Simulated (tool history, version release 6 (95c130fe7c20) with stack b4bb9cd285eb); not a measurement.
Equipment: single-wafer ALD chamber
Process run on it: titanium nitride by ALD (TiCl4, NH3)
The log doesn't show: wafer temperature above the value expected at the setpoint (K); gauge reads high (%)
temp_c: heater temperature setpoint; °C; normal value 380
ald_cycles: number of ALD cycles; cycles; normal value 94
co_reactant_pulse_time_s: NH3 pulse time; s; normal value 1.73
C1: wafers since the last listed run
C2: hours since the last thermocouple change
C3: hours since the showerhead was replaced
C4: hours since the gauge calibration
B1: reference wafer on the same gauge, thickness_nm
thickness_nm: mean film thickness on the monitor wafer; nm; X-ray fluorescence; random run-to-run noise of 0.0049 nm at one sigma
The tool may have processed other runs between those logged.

Run 1, hour 0: usual settings; C1 0; C2 2294.3; C3 6112.2; C4 10.5; B1 2.237. Result: thickness_nm 1.95 nm.
Run 2, hour 13.5: usual settings; C1 49; C2 2307.8; C3 6125.7; C4 24; B1 2.244. Result: thickness_nm 1.948 nm.
Run 3, hour 23.8: usual settings; C1 37; C2 2318.1; C3 6136; C4 34.3; B1 2.24. Result: thickness_nm 1.953 nm.
Run 4, hour 31.2: usual settings but temp_c 391 °C; C1 27; C2 2325.5; C3 6143.4; C4 41.7; B1 2.24. Result: thickness_nm 1.975 nm.
Run 5, hour 39.1: usual settings but temp_c 391 °C; C1 28; C2 2333.4; C3 6151.3; C4 49.6; B1 2.242. Result: thickness_nm 1.974 nm.
Run 6, hour 54.5: usual settings but temp_c 391 °C; C1 56; C2 2348.8; C3 6166.7; C4 65; B1 2.241. Result: thickness_nm 1.969 nm.
Run 7, hour 60.6: usual settings but temp_c 374 °C; C1 22; C2 2354.9; C3 6172.8; C4 71.1; B1 2.242. Result: thickness_nm 1.937 nm.
Run 8, hour 75.2: usual settings but temp_c 374 °C; C1 53; C2 2369.5; C3 6187.4; C4 85.7; B1 2.24. Result: thickness_nm 1.94 nm.
Run 9, hour 92: usual settings but temp_c 374 °C; C1 61; C2 2386.3; C3 6204.2; C4 102.5; B1 2.24. Result: thickness_nm 1.925 nm.
Run 10, hour 110: usual settings but ald_cycles 79 cycles; C1 65; C2 2404.3; C3 6222.2; C4 120.5; B1 2.24. Result: thickness_nm 1.643 nm.
Run 11, hour 116.3: usual settings; C1 23; C2 2410.6; C3 6228.5; C4 126.8; B1 2.239. Result: thickness_nm 1.955 nm.
Run 12, hour 130.8: usual settings but co_reactant_pulse_time_s 1.48 s; C1 53; C2 2425.1; C3 6243; C4 141.3; B1 2.241. Result: thickness_nm 1.916 nm.
Run 13, hour 143.9: usual settings but co_reactant_pulse_time_s 1.48 s; C1 47; C2 2438.2; C3 6256.1; C4 154.4; B1 2.239. Result: thickness_nm 1.921 nm.
Run 14, hour 182.9: usual settings; C1 142; C2 2477.2; C3 6295.1; C4 193.4; B1 2.238. Result: thickness_nm 1.95 nm.
Run 15, hour 189.9: usual settings; C1 25; C2 2484.2; C3 6302.1; C4 200.4; B1 2.238. Result: thickness_nm 1.952 nm.
Run 16, hour 207.2: usual settings but co_reactant_pulse_time_s 1.55 s; C1 63; C2 2501.5; C3 6319.4; C4 217.7; B1 2.241. Result: thickness_nm 1.927 nm.
At hour 227.2: showerhead replaced.
Run 17, hour 227.7: usual settings but co_reactant_pulse_time_s 1.55 s; C1 45; C2 2522; C3 0.5; C4 238.2; B1 2.237. Result: thickness_nm 1.929 nm.
Run 18, hour 229.9: usual settings but co_reactant_pulse_time_s 1.55 s; C1 8; C2 2524.2; C3 2.7; C4 240.4; B1 2.239. Result: thickness_nm 1.933 nm.
Run 19, hour 237.8: usual settings but ald_cycles 84 cycles, co_reactant_pulse_time_s 2.11 s; C1 28; C2 2532.1; C3 10.6; C4 248.3; B1 2.239. Result: thickness_nm 1.768 nm.
At hour 249.8: gauge calibrated.
Run 20, hour 253.7: usual settings but temp_c 368 °C, ald_cycles 88 cycles, co_reactant_pulse_time_s 2.04 s; C1 58; C2 2548; C3 26.5; C4 3.9; B1 2.239. Result: thickness_nm 1.81 nm.
At hour 272.2: thermocouple changed; heater temperature recalibrated.
Run 21, hour 272.7: usual settings; C1 40; C2 0.5; C3 45.5; C4 22.9; B1 2.241. Result: thickness_nm 1.948 nm.
Run 22, hour 286.2: usual settings but temp_c 369 °C, ald_cycles 88 cycles, co_reactant_pulse_time_s 2.37 s; C1 49; C2 14; C3 59; C4 36.4; B1 2.239. Result: thickness_nm 1.835 nm.
Run 23, hour 297.1: usual settings but temp_c 374 °C; C1 39; C2 24.9; C3 69.9; C4 47.3; B1 2.24. Result: thickness_nm 1.93 nm.
Run 24, hour 304: usual settings; C1 25; C2 31.8; C3 76.8; C4 54.2; B1 2.239. Result: thickness_nm 1.949 nm.
Run 25, hour 320.6: usual settings but temp_c 375 °C, ald_cycles 107 cycles, co_reactant_pulse_time_s 2.13 s; C1 60; C2 48.4; C3 93.4; C4 70.8; B1 2.241. Result: thickness_nm 2.253 nm.
Run 26, hour 335.4: usual settings; C1 54; C2 63.2; C3 108.2; C4 85.6; B1 2.239. Result: thickness_nm 1.957 nm.
Run 27, hour 350.5: usual settings but co_reactant_pulse_time_s 2.24 s; C1 55; C2 78.3; C3 123.3; C4 100.7; B1 2.239. Result: thickness_nm 1.982 nm.
Run 28, hour 368.3: usual settings; C1 65; C2 96.1; C3 141.1; C4 118.5; B1 2.239. Result: thickness_nm 1.941 nm.
Run 29, hour 378: usual settings; C1 35; C2 105.8; C3 150.8; C4 128.2; B1 2.238. Result: thickness_nm 1.946 nm.
Run 30, hour 395.2: usual settings but co_reactant_pulse_time_s 1.55 s; C1 63; C2 123; C3 168; C4 145.4; B1 2.241. Result: thickness_nm 1.93 nm.
Run 31, hour 402.1: usual settings but ald_cycles 106 cycles; C1 25; C2 129.9; C3 174.9; C4 152.3; B1 2.239. Result: thickness_nm 2.193 nm.
Run 32, hour 416.3: usual settings but temp_c 371 °C, ald_cycles 112 cycles; C1 52; C2 144.1; C3 189.1; C4 166.5; B1 2.241. Result: thickness_nm 2.29 nm.
Run 33, hour 431.8: usual settings but temp_c 369 °C, ald_cycles 89 cycles; C1 56; C2 159.6; C3 204.6; C4 182; B1 2.241. Result: thickness_nm 1.805 nm.
Run 34, hour 443.1: usual settings but temp_c 374 °C; C1 41; C2 170.9; C3 215.9; C4 193.3; B1 2.241. Result: thickness_nm 1.932 nm.
Run 35, hour 460.6: usual settings but co_reactant_pulse_time_s 1.22 s; C1 64; C2 188.4; C3 233.4; C4 210.8; B1 2.239. Result: thickness_nm 1.874 nm.
Run 36, hour 467.1: usual settings but co_reactant_pulse_time_s 2 s; C1 23; C2 194.9; C3 239.9; C4 217.3; B1 2.241. Result: thickness_nm 1.966 nm.
Run 37, hour 474.6: usual settings but ald_cycles 81 cycles, co_reactant_pulse_time_s 1.98 s; C1 27; C2 202.4; C3 247.4; C4 224.8; B1 2.24. Result: thickness_nm 1.7 nm.
Run 38, hour 490.7: usual settings but temp_c 395 °C, co_reactant_pulse_time_s 1.21 s; C1 58; C2 218.5; C3 263.5; C4 240.9; B1 2.241. Result: thickness_nm 1.922 nm.
Run 39, hour 504.7: usual settings but ald_cycles 86 cycles, co_reactant_pulse_time_s 2.09 s; C1 51; C2 232.5; C3 277.5; C4 254.9; B1 2.24. Result: thickness_nm 1.805 nm.

5 ways to go on from here, each from the tool as it stands after run 39. What would each give?
Run A, hour 505.3: usual settings but co_reactant_pulse_time_s 2.32 s; C1 2; C2 233.1; C3 278.1; C4 255.5; B1 ?. Result: thickness_nm ?.
Run B, hour 505.3: usual settings but temp_c 393 °C, ald_cycles 109 cycles, co_reactant_pulse_time_s 1.12 s; C1 2; C2 233.1; C3 278.1; C4 255.5; B1 ?. Result: thickness_nm ?.
Run C, hour 505.3: usual settings but temp_c 385 °C, ald_cycles 81 cycles, co_reactant_pulse_time_s 1.08 s; C1 2; C2 233.1; C3 278.1; C4 255.5; B1 ?. Result: thickness_nm ?.
Run D, hour 505.3: usual settings but co_reactant_pulse_time_s 1.08 s; C1 2; C2 233.1; C3 278.1; C4 255.5; B1 ?. Result: thickness_nm ?.
Run E, hour 505.3: usual settings but temp_c 389 °C, ald_cycles 77 cycles, co_reactant_pulse_time_s 1.98 s; C1 2; C2 233.1; C3 278.1; C4 255.5; B1 ?. Result: thickness_nm ?.

run    B1  thickness_nm
  A  2.24         1.999
  B  2.24         2.216
  C  2.24         1.612
  D  2.24         1.849
  E  2.24         1.635
Without the tool's unlogged condition, the same runs would have read:
run  thickness_nm
  A         1.999
  B         2.216
  C         1.612
  D         1.849
  E         1.635
